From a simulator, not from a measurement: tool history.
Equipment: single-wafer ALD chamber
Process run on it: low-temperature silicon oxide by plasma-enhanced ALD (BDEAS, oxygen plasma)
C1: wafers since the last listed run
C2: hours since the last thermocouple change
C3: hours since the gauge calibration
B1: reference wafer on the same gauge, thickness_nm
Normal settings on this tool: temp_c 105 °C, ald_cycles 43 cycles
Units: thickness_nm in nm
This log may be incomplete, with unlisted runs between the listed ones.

run 1 hour=0 | temp_c=105 ald_cycles=40 | C1=0 C2=1436.4 C3=396.7 | B1=5.551 | thickness_nm=5.432
run 2 hour=10 | temp_c=105 ald_cycles=40 | C1=86 C2=1446.4 C3=406.7 | B1=5.552 | thickness_nm=5.448
run 3 hour=19.1 | temp_c=105 ald_cycles=43 | C1=78 C2=1455.5 C3=415.8 | B1=5.552 | thickness_nm=5.852
run 4 hour=27.4 | temp_c=105 ald_cycles=48 | C1=71 C2=1463.8 C3=424.1 | B1=5.551 | thickness_nm=6.532
run 5 hour=35.1 | temp_c=105 ald_cycles=48 | C1=66 C2=1471.5 C3=431.8 | B1=5.552 | thickness_nm=6.547
run 6 hour=81.4 | temp_c=105 ald_cycles=49 | C1=399 C2=1517.8 C3=478.1 | B1=5.554 | thickness_nm=6.677
run 7 hour=99.3 | temp_c=105 ald_cycles=43 | C1=154 C2=1535.7 C3=496 | B1=5.549 | thickness_nm=5.874
run 8 hour=107.8 | temp_c=105 ald_cycles=43 | C1=73 C2=1544.2 C3=504.5 | B1=5.549 | thickness_nm=5.845
run 9 hour=115.1 | temp_c=105 ald_cycles=43 | C1=63 C2=1551.5 C3=511.8 | B1=5.551 | thickness_nm=5.872
run 10 hour=131 | temp_c=105 ald_cycles=43 | C1=137 C2=1567.4 C3=527.7 | B1=5.55 | thickness_nm=5.845
run 11 hour=169.9 | temp_c=112 ald_cycles=43 | C1=335 C2=1606.3 C3=566.6 | B1=5.548 | thickness_nm=5.754
run 12 hour=179.3 | temp_c=105 ald_cycles=43 | C1=81 C2=1615.7 C3=576 | B1=5.55 | thickness_nm=5.866
run 13 hour=186 | temp_c=101 ald_cycles=43 | C1=57 C2=1622.4 C3=582.7 | B1=5.55 | thickness_nm=5.911
run 14 hour=197.2 | temp_c=101 ald_cycles=43 | C1=96 C2=1633.6 C3=593.9 | B1=5.553 | thickness_nm=5.885
run 15 hour=212 | temp_c=101 ald_cycles=43 | C1=127 C2=1648.4 C3=608.7 | B1=5.551 | thickness_nm=5.886
-- hour=216.8 gauge calibrated
run 16 hour=226.7 | temp_c=111 ald_cycles=43 | C1=126 C2=1663.1 C3=9.9 | B1=5.549 | thickness_nm=5.778
run 17 hour=238.8 | temp_c=105 ald_cycles=43 | C1=104 C2=1675.2 C3=22 | B1=5.553 | thickness_nm=5.843
run 18 hour=256.3 | temp_c=105 ald_cycles=43 | C1=151 C2=1692.7 C3=39.5 | B1=5.549 | thickness_nm=5.851
run 19 hour=266.8 | temp_c=105 ald_cycles=43 | C1=90 C2=1703.2 C3=50 | B1=5.549 | thickness_nm=5.86
-- hour=278.1 thermocouple changed; heater temperature recalibrated
run 20 hour=278.6 | temp_c=105 ald_cycles=43 | C1=32 C2=0.5 C3=61.8 | B1=5.551 | thickness_nm=5.853
run 21 hour=287.6 | temp_c=105 ald_cycles=46 | C1=77 C2=9.5 C3=70.8 | B1=5.551 | thickness_nm=6.259
run 22 hour=301.5 | temp_c=105 ald_cycles=43 | C1=120 C2=23.4 C3=84.7 | B1=5.55 | thickness_nm=5.842
run 23 hour=313.5 | temp_c=105 ald_cycles=43 | C1=103 C2=35.4 C3=96.7 | B1=5.552 | thickness_nm=5.85
run 24 hour=323.9 | temp_c=105 ald_cycles=43 | C1=89 C2=45.8 C3=107.1 | B1=5.551 | thickness_nm=5.855
run 25 hour=364.5 | temp_c=112 ald_cycles=35 | C1=350 C2=86.4 C3=147.7 | B1=5.548 | thickness_nm=4.702
run 26 hour=377.3 | temp_c=119 ald_cycles=47 | C1=110 C2=99.2 C3=160.5 | B1=5.553 | thickness_nm=6.214
run 27 hour=412.3 | temp_c=105 ald_cycles=43 | C1=302 C2=134.2 C3=195.5 | B1=5.55 | thickness_nm=5.832
run 28 hour=428.7 | temp_c=99 ald_cycles=40 | C1=141 C2=150.6 C3=211.9 | B1=5.546 | thickness_nm=5.537
run 29 hour=442.2 | temp_c=105 ald_cycles=38 | C1=116 C2=164.1 C3=225.4 | B1=5.553 | thickness_nm=5.178
run 30 hour=452.7 | temp_c=105 ald_cycles=43 | C1=90 C2=174.6 C3=235.9 | B1=5.549 | thickness_nm=5.837
run 31 hour=469 | temp_c=109 ald_cycles=47 | C1=140 C2=190.9 C3=252.2 | B1=5.551 | thickness_nm=6.351
run 32 hour=478.3 | temp_c=114 ald_cycles=51 | C1=80 C2=200.2 C3=261.5 | B1=5.551 | thickness_nm=6.815
run 33 hour=495.9 | temp_c=111 ald_cycles=46 | C1=151 C2=217.8 C3=279.1 | B1=5.549 | thickness_nm=6.175
run 34 hour=510 | temp_c=110 ald_cycles=48 | C1=121 C2=231.9 C3=293.2 | B1=5.551 | thickness_nm=6.455
run 35 hour=520.4 | temp_c=91 ald_cycles=43 | C1=89 C2=242.3 C3=303.6 | B1=5.546 | thickness_nm=6.111
run 36 hour=532.7 | temp_c=96 ald_cycles=49 | C1=106 C2=254.6 C3=315.9 | B1=5.55 | thickness_nm=6.841
run 37 hour=550.1 | temp_c=115 ald_cycles=36 | C1=150 C2=272 C3=333.3 | B1=5.55 | thickness_nm=4.81
run 38 hour=566.7 | temp_c=115 ald_cycles=48 | C1=143 C2=288.6 C3=349.9 | B1=5.547 | thickness_nm=6.407
run 39 hour=573.2 | temp_c=105 ald_cycles=43 | C1=56 C2=295.1 C3=356.4 | B1=5.551 | thickness_nm=5.836
run 40 hour=585.1 | temp_c=111 ald_cycles=51 | C1=102 C2=307 C3=368.3 | B1=5.549 | thickness_nm=6.843
run 41 hour=596.7 | temp_c=105 ald_cycles=43 | C1=100 C2=318.6 C3=379.9 | B1=5.551 | thickness_nm=5.877
run 42 hour=604.8 | temp_c=119 ald_cycles=48 | C1=69 C2=326.7 C3=388 | B1=5.55 | thickness_nm=6.343
run 43 hour=649.3 | temp_c=105 ald_cycles=43 | C1=384 C2=371.2 C3=432.5 | B1=5.553 | thickness_nm=5.858
run 44 hour=656.2 | temp_c=118 ald_cycles=40 | C1=59 C2=378.1 C3=439.4 | B1=5.551 | thickness_nm=5.302
run 45 hour=665.9 | temp_c=100 ald_cycles=34 | C1=83 C2=387.8 C3=449.1 | B1=5.549 | thickness_nm=4.671

Take each entry between the runs: how does the hidden state at the last listed run before it differ from the hidden state at the first listed run after it?
From run 15 to run 16: gauge calibrated (hour 216.8)
  both runs share identical hidden conditions
From run 19 to run 20: thermocouple changed; heater temperature recalibrated (hour 278.1)
  both runs share identical hidden conditions
